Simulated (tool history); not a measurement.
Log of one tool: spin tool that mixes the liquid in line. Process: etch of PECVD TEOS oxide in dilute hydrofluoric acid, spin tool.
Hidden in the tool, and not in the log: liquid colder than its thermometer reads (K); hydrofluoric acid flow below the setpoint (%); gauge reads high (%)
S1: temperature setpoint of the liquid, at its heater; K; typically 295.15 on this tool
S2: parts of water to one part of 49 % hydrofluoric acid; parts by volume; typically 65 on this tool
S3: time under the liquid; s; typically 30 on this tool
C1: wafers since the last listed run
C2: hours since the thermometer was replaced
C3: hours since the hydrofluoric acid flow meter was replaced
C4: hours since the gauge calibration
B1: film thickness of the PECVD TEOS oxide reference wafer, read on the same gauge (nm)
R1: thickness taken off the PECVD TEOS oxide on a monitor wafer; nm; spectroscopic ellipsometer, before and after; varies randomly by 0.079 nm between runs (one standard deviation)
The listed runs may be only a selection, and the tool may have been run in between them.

run    hour      S1  S2  S3    C1      C2     C3     C4     B1     R1
  1     0.0  295.15  65  30     0  1944.7  439.6  788.0  30.00   7.96
  2    29.4  295.15  65  30   523  1974.1  469.0  817.4  30.04   7.97
  3    77.0  295.15  65  30   847  2021.7  516.6  865.0  30.01   8.06
  4   147.0  295.15  65  30  1246  2091.7  586.6  935.0  30.00   7.82
      167.6  -- gauge calibrated
  5   180.7  295.15  65  30   599  2125.4  620.3   13.1  29.99   7.85
  6   215.6  295.15  65  30   621  2160.3  655.2   48.0  30.02   7.70
  7   281.3  295.15  65  20  1169  2226.0  720.9  113.7  29.99   5.09
  8   346.4  295.15  65  20  1158  2291.1  786.0  178.8  30.00   5.09
  9   390.3  295.15  65  30   781  2335.0  829.9  222.7  30.01   7.67
 10   448.0  298.65  65  30  1027  2392.7  887.6  280.4  29.98   8.70
 11   476.1  298.65  65  30   500  2420.8  915.7  308.5  30.01   8.78
 12   515.9  295.15  65  30   708  2460.6  955.5  348.3  30.01   7.48
      571.2  -- hydrofluoric acid flow meter replaced
 13   587.3  295.15  80  30  1253  2532.0   16.1  419.7  30.01   6.57
 14   647.8  295.15  40  45  1076  2592.5   76.6  480.2  30.00  20.44
 15   712.4  295.15  65  30  1149  2657.1  141.2  544.8  30.00   8.03
 16   773.6  292.65  85  30  1089  2718.3  202.4  606.0  30.00   5.27
 17   823.4  295.15  45  40   886  2768.1  252.2  655.8  30.01  15.37
      867.6  -- thermometer replaced
 18   912.2  291.15  95  30  1562    44.6  341.0  744.6  30.00   4.83
      961.4  -- gauge calibrated
 19   965.2  299.15  85  30   943    97.6  394.0    3.8  30.03   7.58
 20  1016.2  295.15  65  30   907   148.6  445.0   54.8  29.98   8.52
 21  1057.3  295.15  40  45   731   189.7  486.1   95.9  29.98  21.17
 22  1103.1  297.65  85  15   815   235.5  531.9  141.7  29.98   3.50
 23  1165.2  293.65  65  40  1105   297.6  594.0  203.8  29.99  10.37
 24  1195.4  295.15  90  20   537   327.8  624.2  234.0  30.04   3.89
 25  1251.1  295.15  55  45   991   383.5  679.9  289.7  30.02  14.72
 26  1282.0  295.15  40  30   550   414.4  710.8  320.6  29.99  13.71

4 options for the next run, each taken on its own from the tool as it stands now. Forecast them:
  A  1282.4  295.15  65  30   7  414.8  711.2  321.0   ?   ?
  B  1282.4  295.15  75  30   7  414.8  711.2  321.0   ?   ?
  C  1282.4  299.15  80  20   7  414.8  711.2  321.0   ?   ?
  D  1282.4  299.65  85  30   7  414.8  711.2  321.0   ?   ?

run     B1    R1
  A  30.00  8.16
  B  30.00  6.98
  C  30.00  5.09
  D  30.00  7.28
The same runs, with their run-to-run variation unchanged, on a tool lacking any hidden condition would have given:
run    R1
  A  9.12
  B  7.81
  C  5.70
  D  8.15
